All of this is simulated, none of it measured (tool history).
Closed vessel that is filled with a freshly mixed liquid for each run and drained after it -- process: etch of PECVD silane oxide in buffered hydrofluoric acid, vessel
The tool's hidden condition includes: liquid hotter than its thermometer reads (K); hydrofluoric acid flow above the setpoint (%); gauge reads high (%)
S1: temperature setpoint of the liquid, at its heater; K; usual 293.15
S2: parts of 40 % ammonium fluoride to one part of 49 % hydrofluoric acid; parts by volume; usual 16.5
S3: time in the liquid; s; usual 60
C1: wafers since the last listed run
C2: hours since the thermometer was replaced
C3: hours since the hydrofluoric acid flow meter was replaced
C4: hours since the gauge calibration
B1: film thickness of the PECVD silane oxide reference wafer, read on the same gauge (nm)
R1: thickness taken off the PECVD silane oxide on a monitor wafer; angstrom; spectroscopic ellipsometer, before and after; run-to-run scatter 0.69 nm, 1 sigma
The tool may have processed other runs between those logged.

run   hour      S1    S2  S3    C1      C2      C3     C4     B1      R1
  1      0  293.15  16.5  60     0  2741.7  1553.1  292.2  60.02  1047.6
  2   19.8  293.15  14.5  60  1516  2761.5  1572.9    312     60  1192.5
  3   55.6  293.15  14.5  60  2741  2797.3  1608.7  347.8  60.03  1183.3
  4   85.9  294.65  16.5  60  2320  2827.6    1639  378.1     60  1151.6
  5  108.6  294.65  16.5  60  1738  2850.3  1661.7  400.8  59.98    1148
  6  136.9  293.15  16.5  60  2167  2878.6    1690  429.1  59.97  1049.6
  7  172.2  293.15  16.5  60  2703  2913.9  1725.3  464.4     60  1041.4
  8  199.8  293.15  16.5  75  2113  2941.5  1752.9    492  59.99  1319.1
  9  218.4  293.15  16.5  75  1424  2960.1  1771.5  510.6  59.96  1310.3
 10  243.9  293.15  16.5  75  1952  2985.6    1797  536.1  60.01  1326.6
 11  270.7  293.15  16.5  60  2052  3012.4  1823.8  562.9     60  1055.8
 12  306.4  293.15  16.5  60  2734  3048.1  1859.5  598.6  60.02  1059.6
 13  339.5  293.15  16.5  60  2534  3081.2  1892.6  631.7  60.01  1056.2
     347.3  -- thermometer replaced
 14  358.6  296.65    13  60  1386    11.3  1911.7  650.8  60.02  1611.3
     361.1  -- hydrofluoric acid flow meter replaced
 15  382.1  293.15    12  40  1723    34.8      21  674.3  60.01   870.6
 16  402.9  295.15  10.5  40  1592    55.6    41.8  695.1  60.02  1134.1
 17  433.5  291.65    22  40  2343    86.2    72.4  725.7  60.01   457.8
     437.5  -- gauge calibrated
 18  452.6  293.15  16.5  30  1462   105.3    91.5   15.1  60.01   491.4
 19  465.8  290.15  16.5  60  1010   118.5   104.7   28.3  59.99   818.2
 20  524.3  294.65    12  60  4480     177   163.2   86.8  59.98  1451.8
 21  546.1  291.15    12  90  1669   198.8     185  108.6  60.01  1795.8
 22  577.3  293.15  16.5  60  2389     230   216.2  139.8  60.03     967
 23    598  290.15    18  60  1585   250.7   236.9  160.5  59.99     762
 24  613.3  291.65    13  40  1171     266   252.2  175.8  59.99   752.1
 25  635.5  293.15  16.5  60  1700   288.2   274.4    198  60.01   985.6
 26  663.9  293.15  16.5  60  2175   316.6   302.8  226.4  60.01   979.8
 27  691.6  295.65  11.5  30  2121   344.3   330.5  254.1     60   803.8

Subtracting, for every run, the result it would have given without the tool's unlogged condition from the measured result gives the following. The same run-to-run variation enters both numbers; the gauge's scatter may not:
run      R1
  1   +93.2
  2  +106.9
  3  +107.9
  4  +106.9
  5  +107.7
  6   +99.9
  7  +100.8
  8  +129.3
  9  +129.6
 10  +132.7
 11  +106.8
 12    +109
 13  +110.1
 14  +168.4
 15   +16.5
 16   +22.6
 17      +7
 18   +11.2
 19   +19.3
 20   +38.4
 21   +49.5
 22   +28.4
 23   +23.3
 24   +23.5
 25     +32
 26   +33.2
 27   +28.2
